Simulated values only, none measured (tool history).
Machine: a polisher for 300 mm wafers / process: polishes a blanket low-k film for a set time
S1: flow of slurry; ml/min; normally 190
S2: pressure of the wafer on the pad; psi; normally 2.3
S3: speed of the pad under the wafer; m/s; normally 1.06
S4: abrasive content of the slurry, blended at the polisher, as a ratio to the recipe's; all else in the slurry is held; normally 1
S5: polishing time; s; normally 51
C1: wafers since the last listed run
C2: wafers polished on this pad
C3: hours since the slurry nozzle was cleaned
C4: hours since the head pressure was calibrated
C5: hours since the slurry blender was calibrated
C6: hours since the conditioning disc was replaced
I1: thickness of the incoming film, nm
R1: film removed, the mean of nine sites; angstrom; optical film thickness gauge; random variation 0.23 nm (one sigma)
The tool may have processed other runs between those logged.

{"run": 1, "hour": 0.0, "S1": 190, "S2": 2.3, "S3": 1.06, "S4": 1.1, "S5": 51, "C1": 0, "C2": 1818, "C3": 3.6, "C4": 442.2, "C5": 424.7, "C6": 269.6, "I1": 784.6, "R1": 229}
{"hour": 21.1, "done": "slurry blender recalibrated"}
{"run": 2, "hour": 69.3, "S1": 165, "S2": 2.3, "S3": 1.06, "S4": 1, "S5": 51, "C1": 486, "C2": 2304, "C3": 72.9, "C4": 511.5, "C5": 48.2, "C6": 338.9, "I1": 770.1, "R1": 212}
{"run": 3, "hour": 118.0, "S1": 165, "S2": 2.3, "S3": 1.06, "S4": 1, "S5": 51, "C1": 352, "C2": 2657, "C3": 121.6, "C4": 560.2, "C5": 96.9, "C6": 387.6, "I1": 777, "R1": 213}
{"run": 4, "hour": 181.7, "S1": 165, "S2": 2.3, "S3": 1.06, "S4": 1, "S5": 51, "C1": 460, "C2": 3117, "C3": 185.3, "C4": 623.9, "C5": 160.6, "C6": 451.3, "I1": 792, "R1": 209}
{"hour": 217.9, "done": "conditioning disc replaced and pad reconditioned"}
{"hour": 235.3, "done": "worn pad replaced by a new one"}
{"run": 5, "hour": 235.8, "S1": 190, "S2": 2.3, "S3": 1.06, "S4": 1, "S5": 51, "C1": 347, "C2": 3, "C3": 239.4, "C4": 678, "C5": 214.7, "C6": 17.9, "I1": 779.1, "R1": 210}
{"run": 6, "hour": 299.7, "S1": 190, "S2": 2.3, "S3": 1.06, "S4": 1, "S5": 51, "C1": 462, "C2": 465, "C3": 303.3, "C4": 741.9, "C5": 278.6, "C6": 81.8, "I1": 761.9, "R1": 208}
{"run": 7, "hour": 324.4, "S1": 130, "S2": 2.3, "S3": 1.06, "S4": 1.3, "S5": 39, "C1": 178, "C2": 644, "C3": 328, "C4": 766.6, "C5": 303.3, "C6": 106.5, "I1": 777.2, "R1": 163}
{"run": 8, "hour": 382.7, "S1": 155, "S2": 2.7, "S3": 1.06, "S4": 0.8, "S5": 65, "C1": 421, "C2": 1065, "C3": 386.3, "C4": 824.9, "C5": 361.6, "C6": 164.8, "I1": 786.1, "R1": 277}
{"run": 9, "hour": 418.7, "S1": 190, "S2": 2.3, "S3": 1.3, "S4": 1, "S5": 51, "C1": 260, "C2": 1326, "C3": 422.3, "C4": 860.9, "C5": 397.6, "C6": 200.8, "I1": 778, "R1": 244}
{"hour": 452.5, "done": "slurry blender recalibrated"}
{"run": 10, "hour": 453.0, "S1": 190, "S2": 2.3, "S3": 1.06, "S4": 1, "S5": 51, "C1": 233, "C2": 1559, "C3": 456.6, "C4": 895.2, "C5": 0.5, "C6": 235.1, "I1": 782.9, "R1": 209}
{"hour": 468.1, "done": "slurry nozzle cleaned"}
{"run": 11, "hour": 483.8, "S1": 190, "S2": 2.3, "S3": 0.68, "S4": 1, "S5": 51, "C1": 215, "C2": 1775, "C3": 15.7, "C4": 926, "C5": 31.3, "C6": 265.9, "I1": 796.6, "R1": 144}
{"hour": 505.0, "done": "head pressure recalibrated"}
{"run": 12, "hour": 542.1, "S1": 190, "S2": 2.3, "S3": 1.06, "S4": 1, "S5": 51, "C1": 407, "C2": 2182, "C3": 74, "C4": 37.1, "C5": 89.6, "C6": 324.2, "I1": 791.8, "R1": 235}
{"hour": 670.7, "done": "conditioning disc replaced and pad reconditioned"}
{"run": 13, "hour": 676.0, "S1": 190, "S2": 2.3, "S3": 0.78, "S4": 1, "S5": 51, "C1": 954, "C2": 3136, "C3": 207.9, "C4": 171, "C5": 223.5, "C6": 5.3, "I1": 770.8, "R1": 176}
{"run": 14, "hour": 719.2, "S1": 190, "S2": 2.3, "S3": 1.4, "S4": 1, "S5": 51, "C1": 312, "C2": 3449, "C3": 251.1, "C4": 214.2, "C5": 266.7, "C6": 48.5, "I1": 779, "R1": 284}
{"hour": 725.0, "done": "worn pad replaced by a new one"}
{"run": 15, "hour": 753.9, "S1": 190, "S2": 2.7, "S3": 1.06, "S4": 1, "S5": 35, "C1": 222, "C2": 209, "C3": 285.8, "C4": 248.9, "C5": 301.4, "C6": 83.2, "I1": 777.3, "R1": 182}
{"run": 16, "hour": 779.4, "S1": 165, "S2": 1.6, "S3": 1.06, "S4": 0.85, "S5": 37, "C1": 184, "C2": 393, "C3": 311.3, "C4": 274.4, "C5": 326.9, "C6": 108.7, "I1": 786, "R1": 104}
{"run": 17, "hour": 813.2, "S1": 190, "S2": 2.3, "S3": 1.06, "S4": 1, "S5": 51, "C1": 244, "C2": 638, "C3": 345.1, "C4": 308.2, "C5": 360.7, "C6": 142.5, "I1": 772.4, "R1": 227}
{"run": 18, "hour": 843.6, "S1": 190, "S2": 2.3, "S3": 1.06, "S4": 1, "S5": 58, "C1": 219, "C2": 858, "C3": 375.5, "C4": 338.6, "C5": 391.1, "C6": 172.9, "I1": 790.2, "R1": 246}
{"run": 19, "hour": 872.9, "S1": 130, "S2": 1.5, "S3": 0.96, "S4": 1, "S5": 36, "C1": 211, "C2": 1070, "C3": 404.8, "C4": 367.9, "C5": 420.4, "C6": 202.2, "I1": 773.1, "R1": 85}
{"hour": 889.1, "done": "slurry nozzle cleaned"}
{"hour": 897.3, "done": "slurry blender recalibrated"}
{"run": 20, "hour": 933.5, "S1": 190, "S2": 2.3, "S3": 1.06, "S4": 1, "S5": 51, "C1": 416, "C2": 1486, "C3": 44.4, "C4": 428.5, "C5": 36.2, "C6": 262.8, "I1": 777.8, "R1": 222}
{"run": 21, "hour": 957.9, "S1": 190, "S2": 2.3, "S3": 1.38, "S4": 1, "S5": 51, "C1": 176, "C2": 1663, "C3": 68.8, "C4": 452.9, "C5": 60.6, "C6": 287.2, "I1": 777.3, "R1": 263}
{"run": 22, "hour": 1000.3, "S1": 210, "S2": 2.3, "S3": 0.82, "S4": 1, "S5": 51, "C1": 306, "C2": 1969, "C3": 111.2, "C4": 495.3, "C5": 103, "C6": 329.6, "I1": 784.1, "R1": 178}

Run 23 comes next. What will it give?
{"run": 23, "hour": 1044.7, "S1": 155, "S2": 2.7, "S3": 1.06, "S4": 0.8, "S5": 65, "C1": 321, "C2": 2290, "C3": 155.6, "C4": 539.7, "C5": 147.4, "C6": 374, "I1": 773.8, "R1": "?"}

{"run 23": {"R1": 292}}
With no hidden state in the tool, this same run would have given R1 317 angstrom.
